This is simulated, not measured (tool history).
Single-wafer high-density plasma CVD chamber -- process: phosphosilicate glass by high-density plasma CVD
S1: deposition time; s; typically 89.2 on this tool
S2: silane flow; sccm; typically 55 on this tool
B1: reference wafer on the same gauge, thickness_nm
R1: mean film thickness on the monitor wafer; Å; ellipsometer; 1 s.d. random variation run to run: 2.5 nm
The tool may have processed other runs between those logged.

{"run": 1, "hour": 0.0, "S1": 89.2, "S2": 48, "B1": 410.362, "R1": 4035.09}
{"run": 2, "hour": 70.3, "S1": 89.2, "S2": 48, "B1": 409.899, "R1": 4053.23}
{"run": 3, "hour": 99.2, "S1": 100.2, "S2": 55, "B1": 410.213, "R1": 5219.35}
{"run": 4, "hour": 144.9, "S1": 100.2, "S2": 55, "B1": 409.433, "R1": 5292.12}
{"run": 5, "hour": 171.6, "S1": 89.2, "S2": 52, "B1": 409.784, "R1": 4435.4}
{"run": 6, "hour": 206.1, "S1": 89.2, "S2": 52, "B1": 410.204, "R1": 4443.09}
{"run": 7, "hour": 240.3, "S1": 89.2, "S2": 55, "B1": 409.683, "R1": 4667.93}
{"hour": 249.3, "done": "gauge calibrated"}
{"run": 8, "hour": 291.3, "S1": 89.2, "S2": 55, "B1": 410.505, "R1": 4647.06}
{"run": 9, "hour": 329.5, "S1": 89.2, "S2": 55, "B1": 409.48, "R1": 4689.7}
{"run": 10, "hour": 359.2, "S1": 89.2, "S2": 55, "B1": 410.458, "R1": 4664.15}
{"run": 11, "hour": 406.6, "S1": 82.7, "S2": 55, "B1": 409.919, "R1": 4320.33}
{"run": 12, "hour": 458.1, "S1": 89.2, "S2": 62, "B1": 409.613, "R1": 5264.06}
{"run": 13, "hour": 490.7, "S1": 89.2, "S2": 62, "B1": 409.91, "R1": 5327.5}
{"run": 14, "hour": 556.9, "S1": 89.2, "S2": 55, "B1": 409.728, "R1": 4679.3}
{"run": 15, "hour": 605.8, "S1": 76.9, "S2": 47, "B1": 409.824, "R1": 3490.27}
{"run": 16, "hour": 654.1, "S1": 89.2, "S2": 55, "B1": 410.287, "R1": 4681.36}
{"hour": 683.1, "done": "silane flow controller replaced"}
{"run": 17, "hour": 724.8, "S1": 97.9, "S2": 52, "B1": 410.342, "R1": 4625.88}
{"run": 18, "hour": 756.8, "S1": 105.3, "S2": 52, "B1": 409.602, "R1": 5022.92}
{"run": 19, "hour": 784.2, "S1": 89.2, "S2": 65, "B1": 409.645, "R1": 5357.03}
{"run": 20, "hour": 815.9, "S1": 104.4, "S2": 62, "B1": 409.354, "R1": 6041.6}
{"run": 21, "hour": 869.5, "S1": 89.2, "S2": 46, "B1": 409.816, "R1": 3785.71}
{"hour": 877.5, "done": "gauge calibrated"}
{"run": 22, "hour": 937.0, "S1": 105.1, "S2": 60, "B1": 409.964, "R1": 5872.72}
{"run": 23, "hour": 991.5, "S1": 102.8, "S2": 62, "B1": 409.616, "R1": 5850.49}
{"run": 24, "hour": 1020.1, "S1": 98.2, "S2": 59, "B1": 410.449, "R1": 5386.36}
{"run": 25, "hour": 1115.8, "S1": 89.2, "S2": 55, "B1": 409.602, "R1": 4565.15}
{"run": 26, "hour": 1161.4, "S1": 95, "S2": 46, "B1": 410.373, "R1": 4093.31}

4 ways to go on from here, each from the tool as it stands after run 26. What would each give?
{"run": "A", "hour": 1161.8, "S1": 89.2, "S2": 55, "B1": "?", "R1": "?"}
{"run": "B", "hour": 1161.8, "S1": 89.2, "S2": 44, "B1": "?", "R1": "?"}
{"run": "C", "hour": 1161.8, "S1": 104.8, "S2": 55, "B1": "?", "R1": "?"}
{"run": "D", "hour": 1161.8, "S1": 89.2, "S2": 64, "B1": "?", "R1": "?"}

run=A B1=409.751 R1=4527.01
run=B B1=409.751 R1=3621.61
run=C B1=409.751 R1=5318.73
run=D B1=409.751 R1=5267.79
Without the tool's unlogged condition, the same runs would have read:
run=A R1=4455.56
run=B R1=3564.45
run=C R1=5234.79
run=D R1=5184.66
